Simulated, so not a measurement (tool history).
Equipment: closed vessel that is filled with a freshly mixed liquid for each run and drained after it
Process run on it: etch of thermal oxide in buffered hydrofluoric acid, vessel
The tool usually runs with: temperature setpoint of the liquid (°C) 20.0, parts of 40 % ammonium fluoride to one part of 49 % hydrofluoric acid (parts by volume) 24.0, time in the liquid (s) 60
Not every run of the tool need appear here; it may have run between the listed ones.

run,hour,temperature setpoint of the liquid (°C),parts of 40 % ammonium fluoride to one part of 49 % hydrofluoric acid (parts by volume),time in the liquid (s),wafers since the last listed run,hours since the thermometer was replaced,hours since the hydrofluoric acid flow meter was replaced,hours since the gauge calibration,"read-back film thickness of the thermal oxide reference wafer, read on the same gauge (nm)",thickness taken off the thermal oxide on a monitor wafer (nm)
1,0.0,20.0,24.0,60,0,1746.0,518.1,708.5,30.02,21.29
2,56.2,20.0,24.0,60,7200,1802.2,574.3,764.7,29.99,20.79
3,108.5,20.0,24.0,60,6700,1854.5,626.6,817.0,29.98,21.22
4,186.0,23.0,24.0,60,9929,1932.0,704.1,894.5,29.99,24.51
5,286.0,17.5,24.0,60,12811,2032.0,804.1,994.5,30.01,18.31
# hour 475.0: hydrofluoric acid flow meter replaced
6,606.7,17.5,24.0,60,40958,2352.7,131.7,1315.2,29.98,17.08
# hour 721.9: gauge calibrated
7,780.1,17.5,24.0,60,22215,2526.1,305.1,58.2,29.97,17.35
# hour 803.4: thermometer replaced
8,869.6,18.0,26.0,60,11338,66.2,394.6,147.7,30.00,18.91
9,962.7,20.0,24.0,60,11927,159.3,487.7,240.8,30.00,22.25
10,1012.3,20.0,24.0,60,6354,208.9,537.3,290.4,30.01,22.21
11,1093.3,20.0,24.0,60,10377,289.9,618.3,371.4,30.00,22.40
12,1197.1,20.0,14.5,60,13298,393.7,722.1,475.2,30.00,35.70
13,1486.5,20.0,24.0,75,37076,683.1,1011.5,764.6,30.00,28.37

Forecast run 14:
14,1545.4,18.0,21.5,30,7546,742.0,1070.4,823.5,?,?

read-back film thickness of the thermal oxide reference wafer, read on the same gauge (nm): 30.02
thickness taken off the thermal oxide on a monitor wafer (nm): 10.80
Without the tool's hidden state the same run would have given thickness taken off the thermal oxide on a monitor wafer (nm) 10.62.

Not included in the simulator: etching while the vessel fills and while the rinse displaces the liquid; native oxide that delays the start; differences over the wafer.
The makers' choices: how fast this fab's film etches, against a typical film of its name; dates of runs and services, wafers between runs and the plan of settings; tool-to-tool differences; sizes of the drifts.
